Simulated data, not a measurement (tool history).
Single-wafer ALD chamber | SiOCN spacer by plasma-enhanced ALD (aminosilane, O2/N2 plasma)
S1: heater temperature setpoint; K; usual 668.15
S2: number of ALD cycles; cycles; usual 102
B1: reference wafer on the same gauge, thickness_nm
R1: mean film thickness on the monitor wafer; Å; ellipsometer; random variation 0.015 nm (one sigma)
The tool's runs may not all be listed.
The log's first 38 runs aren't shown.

Run 39, hour 992.1: usual settings; B1 6.657. Result: R1 61.46 Å.
Run 40, hour 1007.3: usual settings but S1 677.15 K, S2 110 cycles; B1 6.652. Result: R1 65.15 Å.
Run 41, hour 1024.5: usual settings but S1 676.15 K, S2 91 cycles; B1 6.648. Result: R1 54 Å.
Run 42, hour 1049.4: usual settings; B1 6.645. Result: R1 61.28 Å.
Run 43, hour 1077: usual settings but S1 653.15 K, S2 107 cycles; B1 6.638. Result: R1 64.19 Å.
Run 44, hour 1101.5: usual settings; B1 6.634. Result: R1 61.28 Å.
Run 45, hour 1117.3: usual settings but S2 83 cycles; B1 6.633. Result: R1 49.64 Å.
Run 46, hour 1143.1: usual settings but S1 656.15 K, S2 89 cycles; B1 6.623. Result: R1 53.14 Å.

Forecast run 47:
Run 47, hour 1164.6: usual settings; B1 ?. Result: R1 ?.

Run 47 gave B1 6.618, R1 61.09 Å.
Without the tool's hidden state the same run would have given R1 61.48 Å.

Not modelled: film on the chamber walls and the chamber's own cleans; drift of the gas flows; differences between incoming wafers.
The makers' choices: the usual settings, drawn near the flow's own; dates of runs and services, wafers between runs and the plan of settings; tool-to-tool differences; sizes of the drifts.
